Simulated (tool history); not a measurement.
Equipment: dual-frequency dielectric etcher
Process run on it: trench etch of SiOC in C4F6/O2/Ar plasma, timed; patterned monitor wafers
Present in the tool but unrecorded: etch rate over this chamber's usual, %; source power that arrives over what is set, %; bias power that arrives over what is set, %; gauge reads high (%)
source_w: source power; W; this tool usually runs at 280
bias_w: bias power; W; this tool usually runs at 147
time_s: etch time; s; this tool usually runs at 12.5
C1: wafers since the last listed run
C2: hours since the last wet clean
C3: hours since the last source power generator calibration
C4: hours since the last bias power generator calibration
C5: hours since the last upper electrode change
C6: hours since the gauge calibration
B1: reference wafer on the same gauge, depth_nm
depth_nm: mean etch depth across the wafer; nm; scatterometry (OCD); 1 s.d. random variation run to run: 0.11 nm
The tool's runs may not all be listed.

Run 1, hour 0.0: usual settings but time_s 15.0 s; C1 0; C2 454.5; C3 3717.8; C4 2916.1; C5 2587.6; C6 506.9; B1 17.70. Result: depth_nm 23.95 nm.
At hour 97.6: wet clean of the chamber.
Run 2, hour 122.4: usual settings but time_s 15.0 s; C1 1046; C2 24.8; C3 3840.2; C4 3038.5; C5 2710.0; C6 629.3; B1 17.67. Result: depth_nm 23.87 nm.
Run 3, hour 221.6: usual settings but time_s 15.0 s; C1 1055; C2 124.0; C3 3939.4; C4 3137.7; C5 2809.2; C6 728.5; B1 17.67. Result: depth_nm 24.05 nm.
Run 4, hour 267.8: usual settings but bias_w 172 W; C1 491; C2 170.2; C3 3985.6; C4 3183.9; C5 2855.4; C6 774.7; B1 17.71. Result: depth_nm 21.64 nm.
Run 5, hour 335.0: usual settings; C1 714; C2 237.4; C3 4052.8; C4 3251.1; C5 2922.6; C6 841.9; B1 17.73. Result: depth_nm 20.01 nm.
Run 6, hour 433.1: usual settings; C1 1043; C2 335.5; C3 4150.9; C4 3349.2; C5 3020.7; C6 940.0; B1 17.69. Result: depth_nm 20.19 nm.
Run 7, hour 525.8: usual settings; C1 985; C2 428.2; C3 4243.6; C4 3441.9; C5 3113.4; C6 1032.7; B1 17.73. Result: depth_nm 20.15 nm.
Run 8, hour 562.5: usual settings; C1 390; C2 464.9; C3 4280.3; C4 3478.6; C5 3150.1; C6 1069.4; B1 17.70. Result: depth_nm 20.30 nm.
At hour 678.0: wet clean of the chamber.
Run 9, hour 678.5: usual settings; C1 978; C2 0.5; C3 4396.3; C4 3594.6; C5 3266.1; C6 1185.4; B1 17.73. Result: depth_nm 19.96 nm.
Run 10, hour 770.1: usual settings; C1 974; C2 92.1; C3 4487.9; C4 3686.2; C5 3357.7; C6 1277.0; B1 17.64. Result: depth_nm 20.09 nm.
At hour 803.8: gauge calibrated.
Run 11, hour 846.9: usual settings; C1 816; C2 168.9; C3 4564.7; C4 3763.0; C5 3434.5; C6 43.1; B1 17.66. Result: depth_nm 20.17 nm.
Run 12, hour 970.5: usual settings but source_w 250 W, time_s 10.0 s; C1 1314; C2 292.5; C3 4688.3; C4 3886.6; C5 3558.1; C6 166.7; B1 17.69. Result: depth_nm 15.45 nm.
At hour 1191.3: wet clean of the chamber.
Run 13, hour 1293.9: usual settings but source_w 230 W, bias_w 113 W, time_s 15.5 s; C1 3184; C2 102.6; C3 5011.7; C4 4210.0; C5 3881.5; C6 490.1; B1 17.71. Result: depth_nm 20.42 nm.
Run 14, hour 1372.8: usual settings; C1 839; C2 181.5; C3 5090.6; C4 4288.9; C5 3960.4; C6 569.0; B1 17.72. Result: depth_nm 20.05 nm.
At hour 1449.9: bias power generator calibrated.
Run 15, hour 1454.6: usual settings; C1 827; C2 263.3; C3 5172.4; C4 4.7; C5 4042.2; C6 650.8; B1 17.70. Result: depth_nm 20.02 nm.
At hour 1498.6: source power generator calibrated.
Run 16, hour 1547.1: usual settings but source_w 330 W, bias_w 159 W, time_s 14.0 s; C1 941; C2 355.8; C3 48.5; C4 97.2; C5 4134.7; C6 743.3; B1 17.70. Result: depth_nm 24.80 nm.
At hour 1620.0: upper electrode replaced.
Run 17, hour 1626.0: usual settings; C1 583; C2 434.7; C3 127.4; C4 176.1; C5 6.0; C6 822.2; B1 17.66. Result: depth_nm 20.24 nm.
Run 18, hour 1689.0: usual settings but source_w 220 W, bias_w 183 W, time_s 14.0 s; C1 670; C2 497.7; C3 190.4; C4 239.1; C5 69.0; C6 885.2; B1 17.68. Result: depth_nm 23.01 nm.
At hour 1728.9: wet clean of the chamber.
Run 19, hour 1765.1: usual settings but source_w 320 W; C1 554; C2 36.2; C3 266.5; C4 315.2; C5 145.1; C6 961.3; B1 17.67. Result: depth_nm 20.81 nm.
Run 20, hour 1864.1: usual settings but bias_w 179 W, time_s 11.0 s; C1 1052; C2 135.2; C3 365.5; C4 414.2; C5 244.1; C6 1060.3; B1 17.72. Result: depth_nm 19.55 nm.
Run 21, hour 1936.1: usual settings but bias_w 125 W; C1 765; C2 207.2; C3 437.5; C4 486.2; C5 316.1; C6 1132.3; B1 17.71. Result: depth_nm 18.53 nm.
Run 22, hour 1996.0: usual settings but source_w 210 W, bias_w 136 W, time_s 9.5 s; C1 637; C2 267.1; C3 497.4; C4 546.1; C5 376.0; C6 1192.2; B1 17.71. Result: depth_nm 13.40 nm.
Run 23, hour 2060.6: usual settings but source_w 250 W, bias_w 179 W, time_s 15.5 s; C1 687; C2 331.7; C3 562.0; C4 610.7; C5 440.6; C6 1256.8; B1 17.67. Result: depth_nm 26.39 nm.

Alternative continuations, all from the tool just after run 23; predict every row:
Run A, hour 2061.0: usual settings; C1 4; C2 332.1; C3 562.4; C4 611.1; C5 441.0; C6 1257.2; B1 ?. Result: depth_nm ?.
Run B, hour 2061.0: usual settings but bias_w 174 W; C1 4; C2 332.1; C3 562.4; C4 611.1; C5 441.0; C6 1257.2; B1 ?. Result: depth_nm ?.
Run C, hour 2061.0: usual settings but time_s 16.0 s; C1 4; C2 332.1; C3 562.4; C4 611.1; C5 441.0; C6 1257.2; B1 ?. Result: depth_nm ?.

run     B1  depth_nm
  A  17.71     20.11
  B  17.71     21.82
  C  17.71     25.74
Had the tool no hidden state, the same runs would have come out as:
run  depth_nm
  A     20.11
  B     21.82
  C     25.74

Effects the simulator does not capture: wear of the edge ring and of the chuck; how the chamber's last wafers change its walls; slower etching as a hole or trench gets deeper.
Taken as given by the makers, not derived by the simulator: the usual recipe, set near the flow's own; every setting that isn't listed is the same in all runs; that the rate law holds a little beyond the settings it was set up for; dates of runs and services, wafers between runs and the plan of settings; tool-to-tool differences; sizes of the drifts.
